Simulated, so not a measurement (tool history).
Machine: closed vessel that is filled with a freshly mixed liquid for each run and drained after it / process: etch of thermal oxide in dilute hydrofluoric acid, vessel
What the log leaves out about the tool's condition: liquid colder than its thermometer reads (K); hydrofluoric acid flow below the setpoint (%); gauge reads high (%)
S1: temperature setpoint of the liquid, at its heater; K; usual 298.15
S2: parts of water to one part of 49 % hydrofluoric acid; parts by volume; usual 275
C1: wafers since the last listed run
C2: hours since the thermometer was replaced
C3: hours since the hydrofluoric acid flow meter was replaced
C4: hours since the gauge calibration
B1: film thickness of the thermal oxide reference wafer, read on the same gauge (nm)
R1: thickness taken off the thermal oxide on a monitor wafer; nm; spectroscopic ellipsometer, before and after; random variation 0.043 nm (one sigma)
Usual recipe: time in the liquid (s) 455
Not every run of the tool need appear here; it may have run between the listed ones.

{"run": 1, "hour": 0.0, "S1": 298.15, "S2": 330, "time in the liquid (s)": 455, "C1": 0, "C2": 724.2, "C3": 1988.9, "C4": 348.2, "B1": 128.85, "R1": 5.16}
{"run": 2, "hour": 105.2, "S1": 298.15, "S2": 275, "time in the liquid (s)": 455, "C1": 7958, "C2": 829.4, "C3": 2094.1, "C4": 453.4, "B1": 128.3, "R1": 6.48}
{"run": 3, "hour": 160.7, "S1": 298.15, "S2": 275, "time in the liquid (s)": 455, "C1": 4198, "C2": 884.9, "C3": 2149.6, "C4": 508.9, "B1": 128.04, "R1": 6.42}
{"run": 4, "hour": 267.7, "S1": 298.15, "S2": 335, "time in the liquid (s)": 455, "C1": 8094, "C2": 991.9, "C3": 2256.6, "C4": 615.9, "B1": 127.47, "R1": 5.04}
{"run": 5, "hour": 361.0, "S1": 298.15, "S2": 275, "time in the liquid (s)": 670, "C1": 7058, "C2": 1085.2, "C3": 2349.9, "C4": 709.2, "B1": 126.99, "R1": 9.43}
{"run": 6, "hour": 429.1, "S1": 298.15, "S2": 275, "time in the liquid (s)": 670, "C1": 5151, "C2": 1153.3, "C3": 2418, "C4": 777.3, "B1": 126.63, "R1": 9.46}
{"run": 7, "hour": 498.2, "S1": 298.15, "S2": 275, "time in the liquid (s)": 275, "C1": 5227, "C2": 1222.4, "C3": 2487.1, "C4": 846.4, "B1": 126.24, "R1": 3.91}
{"hour": 508.6, "done": "hydrofluoric acid flow meter replaced"}
{"hour": 564.4, "done": "gauge calibrated"}
{"run": 8, "hour": 582.0, "S1": 294.65, "S2": 275, "time in the liquid (s)": 455, "C1": 6263, "C2": 1306.2, "C3": 73.4, "C4": 17.6, "B1": 129.85, "R1": 5.81}
{"run": 9, "hour": 659.0, "S1": 298.15, "S2": 275, "time in the liquid (s)": 455, "C1": 5825, "C2": 1383.2, "C3": 150.4, "C4": 94.6, "B1": 129.45, "R1": 6.5}
{"run": 10, "hour": 765.2, "S1": 298.15, "S2": 275, "time in the liquid (s)": 455, "C1": 8034, "C2": 1489.4, "C3": 256.6, "C4": 200.8, "B1": 128.91, "R1": 6.51}
{"run": 11, "hour": 814.5, "S1": 298.15, "S2": 275, "time in the liquid (s)": 455, "C1": 3729, "C2": 1538.7, "C3": 305.9, "C4": 250.1, "B1": 128.68, "R1": 6.53}
{"run": 12, "hour": 916.9, "S1": 294.65, "S2": 395, "time in the liquid (s)": 455, "C1": 7746, "C2": 1641.1, "C3": 408.3, "C4": 352.5, "B1": 128.13, "R1": 3.61}
{"run": 13, "hour": 1017.5, "S1": 302.15, "S2": 370, "time in the liquid (s)": 360, "C1": 7610, "C2": 1741.7, "C3": 508.9, "C4": 453.1, "B1": 127.61, "R1": 3.89}
{"run": 14, "hour": 1098.1, "S1": 301.65, "S2": 275, "time in the liquid (s)": 455, "C1": 6097, "C2": 1822.3, "C3": 589.5, "C4": 533.7, "B1": 127.16, "R1": 7.19}
{"run": 15, "hour": 1171.2, "S1": 295.15, "S2": 275, "time in the liquid (s)": 605, "C1": 5530, "C2": 1895.4, "C3": 662.6, "C4": 606.8, "B1": 126.78, "R1": 7.66}
{"hour": 1182.4, "done": "thermometer replaced"}
{"run": 16, "hour": 1265.5, "S1": 298.15, "S2": 335, "time in the liquid (s)": 455, "C1": 7058, "C2": 83.1, "C3": 756.9, "C4": 701.1, "B1": 126.32, "R1": 4.9}
{"run": 17, "hour": 1323.6, "S1": 294.65, "S2": 275, "time in the liquid (s)": 300, "C1": 4395, "C2": 141.2, "C3": 815, "C4": 759.2, "B1": 126.03, "R1": 3.76}
{"run": 18, "hour": 1389.8, "S1": 296.15, "S2": 355, "time in the liquid (s)": 455, "C1": 5008, "C2": 207.4, "C3": 881.2, "C4": 825.4, "B1": 125.69, "R1": 4.25}
{"run": 19, "hour": 1478.2, "S1": 298.15, "S2": 140, "time in the liquid (s)": 545, "C1": 6687, "C2": 295.8, "C3": 969.6, "C4": 913.8, "B1": 125.2, "R1": 17.33}
{"run": 20, "hour": 1558.5, "S1": 302.65, "S2": 410, "time in the liquid (s)": 455, "C1": 6074, "C2": 376.1, "C3": 1049.9, "C4": 994.1, "B1": 124.8, "R1": 4.26}

Here are 3 independent what-if runs from the current tool condition. What would each one return?
{"run": "A", "hour": 1559.3, "S1": 298.15, "S2": 275, "time in the liquid (s)": 295, "C1": 60, "C2": 376.9, "C3": 1050.7, "C4": 994.9, "B1": "?", "R1": "?"}
{"run": "B", "hour": 1559.3, "S1": 296.65, "S2": 275, "time in the liquid (s)": 365, "C1": 60, "C2": 376.9, "C3": 1050.7, "C4": 994.9, "B1": "?", "R1": "?"}
{"run": "C", "hour": 1559.3, "S1": 293.65, "S2": 275, "time in the liquid (s)": 655, "C1": 60, "C2": 376.9, "C3": 1050.7, "C4": 994.9, "B1": "?", "R1": "?"}

run=A B1=124.8 R1=4.14
run=B B1=124.8 R1=4.86
run=C B1=124.8 R1=7.83
Without the tool's hidden state the same runs would have given:
run=A R1=4.31
run=B R1=5.06
run=C R1=8.15
